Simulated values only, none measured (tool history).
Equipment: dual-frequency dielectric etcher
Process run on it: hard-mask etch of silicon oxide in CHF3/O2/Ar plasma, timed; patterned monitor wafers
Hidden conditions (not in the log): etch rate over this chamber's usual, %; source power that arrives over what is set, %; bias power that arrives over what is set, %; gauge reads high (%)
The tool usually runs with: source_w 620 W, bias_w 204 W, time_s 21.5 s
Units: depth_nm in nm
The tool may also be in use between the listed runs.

run,day,source_w,bias_w,time_s,wafers since the last listed run,hours since the last wet clean,hours since the last source power generator calibration,hours since the last bias power generator calibration,hours since the last upper electrode change,hours since the gauge calibration,"read-back reference wafer on the same gauge, depth_nm",depth_nm
1,0.000,620,237,21.5,0,351.9,1388.2,3425.9,4305.5,478.8,38.61,46.45
2,1.708,620,237,21.5,715,392.9,1429.2,3466.9,4346.5,519.8,38.62,46.42
# day 8.154: wet clean of the chamber
3,8.175,620,204,21.5,2290,0.5,1584.4,3622.1,4501.7,675.0,38.67,44.99
4,9.229,570,204,20.0,441,25.8,1609.7,3647.4,4527.0,700.3,38.67,40.85
5,11.058,570,204,20.0,766,69.7,1653.6,3691.3,4570.9,744.2,38.70,40.77
6,13.321,570,204,20.0,947,124.0,1707.9,3745.6,4625.2,798.5,38.70,41.03
7,17.633,620,204,21.5,1806,227.5,1811.4,3849.1,4728.7,902.0,38.74,44.66
8,23.700,620,204,21.5,2541,373.1,1957.0,3994.7,4874.3,1047.6,38.80,44.76
# day 25.679: upper electrode replaced
9,26.488,620,204,21.5,748,440.0,2023.9,4061.6,19.4,1114.5,38.78,44.98
# day 27.975: wet clean of the chamber
10,28.938,620,204,17.5,607,23.1,2082.7,4120.4,78.2,1173.3,38.77,36.58
11,30.438,620,204,17.5,628,59.1,2118.7,4156.4,114.2,1209.3,38.77,36.53
12,33.262,620,204,17.5,1183,126.9,2186.5,4224.2,182.0,1277.1,38.82,36.62
13,34.700,620,204,21.5,602,161.4,2221.0,4258.7,216.5,1311.6,38.79,45.00
# day 34.725: gauge calibrated
14,35.858,620,204,21.5,485,189.2,2248.8,4286.5,244.3,27.2,38.09,44.23
15,38.817,620,204,21.5,1239,260.2,2319.8,4357.5,315.3,98.2,38.17,44.21
# day 41.571: source power generator calibrated
16,41.592,530,232,27.5,1092,326.8,0.5,4424.1,381.9,164.8,38.26,56.32
17,42.904,560,161,16.5,549,358.3,32.0,4455.6,413.4,196.3,38.29,31.68
18,45.329,570,204,21.5,1015,416.5,90.2,4513.8,471.6,254.5,38.33,43.49
# day 47.962: wet clean of the chamber
19,47.983,620,204,21.5,693,0.5,153.9,4577.5,535.3,318.2,38.36,44.29
20,49.246,540,238,26.0,528,30.8,184.2,4607.8,565.6,348.5,38.38,54.34
21,51.800,550,254,26.0,1070,92.1,245.5,4669.1,626.9,409.8,38.41,55.28
22,54.004,620,245,19.0,923,145.0,298.4,4722.0,679.8,462.7,38.44,41.07
# day 55.600: bias power generator calibrated
23,56.717,730,204,24.0,1066,210.1,363.5,26.8,744.9,527.8,38.48,51.98
24,58.050,620,165,21.5,558,242.1,395.5,58.8,776.9,559.8,38.50,42.66
25,60.071,620,236,19.0,846,290.6,444.0,107.3,825.4,608.3,38.53,40.99
26,62.121,620,204,21.5,858,339.8,493.2,156.5,874.6,657.5,38.51,44.54
27,63.600,620,217,20.0,619,375.3,528.7,192.0,910.1,693.0,38.57,42.09
28,66.538,720,164,25.0,1230,445.8,599.2,262.5,980.6,763.5,38.55,51.48
29,69.458,620,204,21.5,1223,515.9,669.3,332.6,1050.7,833.6,38.61,44.72
30,71.708,620,229,18.0,942,569.9,723.3,386.6,1104.7,887.6,38.60,38.60

A few steps of depth_nm between consecutive runs. Split each: what settings, incoming material and random variation would produce without the hidden state, and what is left over for the hidden state, along with gauge scatter present in only one of the two compared results (measured, and without hidden state):
Run 9 -> 10: time_s 21.5 -> 17.5, wet clean of the chamber. depth_nm -8.40 nm: hidden state -0.14, all else -8.26.
Run 12 -> 13: time_s 17.5 -> 21.5. depth_nm +8.38 nm: hidden state +0.15, all else +8.23.
Run 13 -> 14: gauge calibrated. depth_nm -0.77 nm: hidden state -0.81, all else +0.04.
Run 15 -> 16: source_w 620 -> 530, bias_w 204 -> 232, time_s 21.5 -> 27.5, source power generator calibrated. depth_nm +12.11 nm: hidden state +0.13, all else +11.98.
Run 16 -> 17: source_w 530 -> 560, bias_w 232 -> 161, time_s 27.5 -> 16.5. depth_nm -24.64 nm: hidden state -0.08, all else -24.56.
Run 21 -> 22: source_w 550 -> 620, bias_w 254 -> 245, time_s 26.0 -> 19.0. depth_nm -14.21 nm: hidden state -0.08, all else -14.13.
